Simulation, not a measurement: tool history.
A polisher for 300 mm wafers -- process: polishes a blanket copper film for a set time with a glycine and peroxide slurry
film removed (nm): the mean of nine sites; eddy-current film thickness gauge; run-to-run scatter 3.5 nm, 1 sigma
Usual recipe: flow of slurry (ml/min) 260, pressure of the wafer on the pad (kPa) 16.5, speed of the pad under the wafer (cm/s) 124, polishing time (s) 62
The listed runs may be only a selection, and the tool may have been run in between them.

run,hour,flow of slurry (ml/min),pressure of the wafer on the pad (kPa),speed of the pad under the wafer (cm/s),polishing time (s),"incoming thickness of the incoming film, nm",film removed (nm)
1,0.0,260,16.5,124,62,1029.8,363.7
2,8.2,260,16.5,124,62,1026.5,363.2
3,16.4,260,16.5,124,62,1042.1,358.1
4,32.0,260,16.5,124,62,1032.8,354.3
5,39.4,260,16.5,124,62,1043.3,354.4
6,56.3,260,16.5,124,62,1028.7,352.4
7,66.6,260,16.5,124,62,1046.2,355.6
# hour 74.9: head pressure recalibrated
8,78.7,260,16.5,94,62,1029.7,279.0
9,95.7,260,16.5,124,62,1035.5,350.4
# hour 102.7: worn pad replaced by a new one
10,103.6,260,16.5,124,62,1033.1,370.9
# hour 112.1: slurry nozzle cleaned
11,112.6,340,16.5,160,62,1022.3,465.0
12,124.7,260,14.5,124,62,1007.8,323.7
13,138.5,260,16.5,88,69,1029.1,306.4
14,145.2,200,16.5,96,68,1011.8,310.8
15,156.8,305,15.2,142,48,1034.2,295.6

How would selected steps in film removed (nm) from run to run divide? Give the signed amount a tool lacking its hidden state would still show from settings, what came in and random variation, and the signed amount left for the hidden state, including any gauge scatter that is not in both of the compared results.
The tool's hidden condition here consists of: removal rate lost through wear of the pad, %; slurry flow missing at the pad, %; deviation of the head's pressure from its setpoint, %.
Run 9 -> 10: worn pad replaced by a new one. film removed (nm) +20.5: hidden state +24.7, all else -4.2.
Run 11 -> 12: flow of slurry (ml/min) 340 -> 260, pressure of the wafer on the pad (kPa) 16.5 -> 14.5, speed of the pad under the wafer (cm/s) 160 -> 124. film removed (nm) -141.3: hidden state -2.2, all else -139.1.

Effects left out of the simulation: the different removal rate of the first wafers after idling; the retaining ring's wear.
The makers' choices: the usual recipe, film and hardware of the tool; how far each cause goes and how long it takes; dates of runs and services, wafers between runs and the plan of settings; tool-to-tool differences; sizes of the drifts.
